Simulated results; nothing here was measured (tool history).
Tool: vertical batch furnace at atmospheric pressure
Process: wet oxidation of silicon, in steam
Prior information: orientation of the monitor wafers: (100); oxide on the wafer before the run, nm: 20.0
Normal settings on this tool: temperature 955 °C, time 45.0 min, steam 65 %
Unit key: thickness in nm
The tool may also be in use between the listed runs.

run,day,temperature,time,steam,"read-back reference wafer on the same gauge, thickness",thickness
1,0.000,955,45.0,65,154.98,185.03
2,1.408,955,45.0,65,154.99,185.14
3,2.875,955,45.0,65,155.05,186.06
4,5.683,955,45.0,65,154.89,186.57
5,8.633,955,45.0,65,154.93,187.42
6,9.750,942,45.0,72,155.00,177.36
# day 11.612: thermocouples replaced and temperature profile calibrated
7,11.738,942,45.0,72,154.89,169.23
8,13.604,955,45.0,65,154.81,178.21
9,16.354,955,45.0,68,155.00,184.56
10,18.558,955,45.0,65,155.05,177.16
11,20.054,955,45.0,65,155.18,179.34
12,22.529,955,45.0,65,155.05,177.75
13,24.479,955,45.0,65,154.78,178.66
14,26.617,955,45.0,69,154.86,186.56
15,27.821,955,45.0,65,154.76,176.97
16,28.850,955,45.0,65,155.19,178.10
17,31.150,974,45.0,54,154.97,186.25
18,33.542,942,65.0,65,155.04,207.05
19,36.342,955,45.0,65,155.20,178.49
20,38.258,955,45.0,65,154.92,176.53
# day 40.667: steam generator serviced
21,40.688,972,45.0,65,154.99,208.87
22,42.592,974,30.5,73,154.85,173.95
# day 43.446: gauge calibrated
23,45.492,946,33.5,62,154.97,125.58
24,47.767,955,45.0,65,154.68,177.66
25,48.879,930,45.0,54,155.08,120.44
26,51.604,964,66.0,55,155.17,230.03
27,54.412,963,53.0,61,155.03,208.36
28,55.600,976,34.0,72,155.13,191.66
29,57.500,978,53.5,75,154.88,280.52
30,59.729,955,63.5,75,154.93,257.37
31,61.608,937,25.0,69,154.94,100.80
32,63.062,939,45.0,68,154.90,159.06
33,64.212,945,54.5,56,154.86,168.26
34,65.883,955,45.0,70,154.99,189.55
35,68.167,955,33.0,65,155.16,142.17
36,69.329,964,66.0,55,154.96,231.16
37,70.996,974,45.0,58,154.97,196.87
38,72.300,955,45.0,65,155.02,179.73
39,74.088,955,45.0,65,155.04,180.57

3 ways to go on from here, each from the tool as it stands after run 39. What would each give?
A,74.288,978,45.0,65,?,?
B,74.288,974,45.0,65,?,?
C,74.288,976,65.5,71,?,?

run,"read-back reference wafer on the same gauge, thickness",thickness
A,155.16,223.23
B,155.16,215.36
C,155.16,306.57
Without the tool's unlogged condition, the same runs would have read:
run,thickness
A,220.29
B,212.48
C,302.81
